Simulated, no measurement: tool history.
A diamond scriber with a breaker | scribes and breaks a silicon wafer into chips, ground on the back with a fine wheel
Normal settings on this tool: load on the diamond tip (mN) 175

run   hour  load on the diamond tip (mN)  incoming depth of the damage left on the back of the incoming wafer, um  depth of the median crack under the scribed line (nm)  chips rejected at inspection after the break (%)
  1    0.0                           175                                                                     2.85                                                   6550                                             12.39
  2   25.8                           175                                                                     2.71                                                   6460                                             11.22
  3   57.2                           175                                                                     2.01                                                   6390                                              8.80
  4   82.2                           194                                                                     1.89                                                   6720                                              4.82
      94.5  -- diamond tip replaced by a new one
  5  112.3                           194                                                                     2.43                                                   7600                                              3.30
  6  126.0                           194                                                                     2.85                                                   7450                                              4.77
  7  150.0                           145                                                                     2.50                                                   6560                                              9.91
  8  166.1                           175                                                                     2.76                                                   7020                                              7.28
  9  189.3                           175                                                                     2.29                                                   6900                                              4.99
 10  215.1                           175                                                                     2.10                                                   6750                                              5.15
 11  230.2                           175                                                                     1.99                                                   6800                                              5.55
 12  302.0                           175                                                                     1.83                                                   6740                                              5.50
 13  320.4                           175                                                                     1.88                                                   6660                                              6.18
     336.9  -- load on the tip recalibrated
 14  353.4                           207                                                                     2.76                                                   7040                                              6.33
 15  366.7                           139                                                                     2.98                                                   6050                                             19.59
 16  384.3                           175                                                                     2.38                                                   6610                                              9.33
     388.3  -- diamond tip replaced by a new one
 17  400.8                           190                                                                     2.77                                                   7630                                              4.90
 18  414.9                           175                                                                     2.62                                                   7240                                              4.74
 19  448.8                           151                                                                     1.51                                                   6620                                              5.92
 20  470.0                           175                                                                     1.98                                                   6950                                              4.31
 21  485.2                           148                                                                     1.71                                                   6390                                              8.67
 22  516.4                           198                                                                     2.78                                                   7230                                              5.61
 23  544.5                           206                                                                     2.42                                                   7220                                              4.45
 24  557.0                           203                                                                     2.78                                                   7010                                              5.84
 25  580.0                           148                                                                     2.80                                                   6160                                             15.12

Subtracting, for every run, the result it would have given without the tool's unlogged condition from the measured result gives the following. The same run-to-run variation enters both numbers; the gauge's scatter may not:
What the log doesn't record here: share of the diamond tip's cutting effectiveness lost through wear, %; deviation of the load on the tip from its setpoint, %.
run  depth of the median crack under the scribed line (nm)  chips rejected at inspection after the break (%)
  1                                                   -950                                             +7.05
  2                                                   -960                                             +6.72
  3                                                   -970                                             +6.40
  4                                                  -1030                                             +2.50
  5                                                   -160                                             -0.24
  6                                                   -250                                             -0.10
  7                                                   -350                                             +3.53
  8                                                   -450                                             +2.02
  9                                                   -540                                             +2.03
 10                                                   -610                                             +2.60
 11                                                   -660                                             +3.08
 12                                                   -790                                             +3.68
 13                                                   -820                                             +4.14
 14                                                   -900                                             +0.48
 15                                                   -790                                            +10.61
 16                                                   -870                                             +5.66
 17                                                   -160                                             -0.05
 18                                                   -240                                             +0.64
 19                                                   -410                                             +3.25
 20                                                   -530                                             +1.94
 21                                                   -540                                             +5.29
 22                                                   -720                                             +0.76
 23                                                   -790                                             -0.36
 24                                                   -800                                             +0.61
 25                                                   -740                                             +8.43

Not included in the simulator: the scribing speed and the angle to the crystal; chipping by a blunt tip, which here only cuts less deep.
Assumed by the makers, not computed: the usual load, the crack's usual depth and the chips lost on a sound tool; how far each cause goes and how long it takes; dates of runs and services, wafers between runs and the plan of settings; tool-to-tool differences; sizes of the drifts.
